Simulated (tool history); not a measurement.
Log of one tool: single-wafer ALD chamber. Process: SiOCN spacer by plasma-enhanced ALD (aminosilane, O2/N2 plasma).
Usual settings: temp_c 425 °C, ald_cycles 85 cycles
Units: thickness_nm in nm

run,day,temp_c,ald_cycles,wafers since the last listed run,hours since the last thermocouple change,hours since the gauge calibration,"read-back reference wafer on the same gauge, thickness_nm",thickness_nm
1,0.000,422,85,0,1026.4,520.8,3.800,4.593
2,1.712,422,85,160,1067.5,561.9,3.798,4.593
3,3.962,422,85,211,1121.5,615.9,3.792,4.620
4,5.583,435,85,152,1160.4,654.8,3.779,4.379
5,7.321,425,85,163,1202.1,696.5,3.775,4.519
6,15.792,425,85,795,1405.4,899.8,3.721,4.451
7,17.621,420,85,171,1449.3,943.7,3.717,4.538
8,19.096,420,85,138,1484.7,979.1,3.700,4.532
9,21.288,437,85,205,1537.3,1031.7,3.696,4.235
10,23.383,437,85,196,1587.6,1082.0,3.671,4.208
# day 24.683: gauge calibrated
11,25.212,437,85,171,1631.5,12.7,3.863,4.396
12,27.012,414,93,169,1674.7,55.9,3.859,5.273
13,28.138,421,92,105,1701.7,82.9,3.864,5.078
14,29.917,419,94,167,1744.4,125.6,3.858,5.213
# day 30.883: thermocouple changed; heater temperature recalibrated
15,31.329,425,74,101,10.7,159.5,3.846,4.029
16,32.362,420,99,97,35.5,184.3,3.851,5.526
17,33.883,439,72,142,72.0,220.8,3.857,3.675
18,36.279,425,85,224,129.5,278.3,3.836,4.647
19,37.879,437,85,150,167.9,316.7,3.848,4.403
20,38.971,434,94,102,194.1,342.9,3.842,4.926
21,41.704,425,95,256,259.7,408.5,3.823,5.148
22,43.592,425,85,177,305.0,453.8,3.824,4.646
23,46.021,425,96,228,363.3,512.1,3.817,5.184

Forecast each of these 4 alternatives for the next run:
A,46.046,425,93,2,363.9,512.7,?,?
B,46.046,440,100,2,363.9,512.7,?,?
C,46.046,414,90,2,363.9,512.7,?,?
D,46.046,421,85,2,363.9,512.7,?,?

run,"read-back reference wafer on the same gauge, thickness_nm",thickness_nm
A,3.818,5.027
B,3.818,5.106
C,3.818,5.063
D,3.818,4.663
Without the tool's hidden state the same runs would have given:
run,thickness_nm
A,5.082
B,5.161
C,5.118
D,4.713
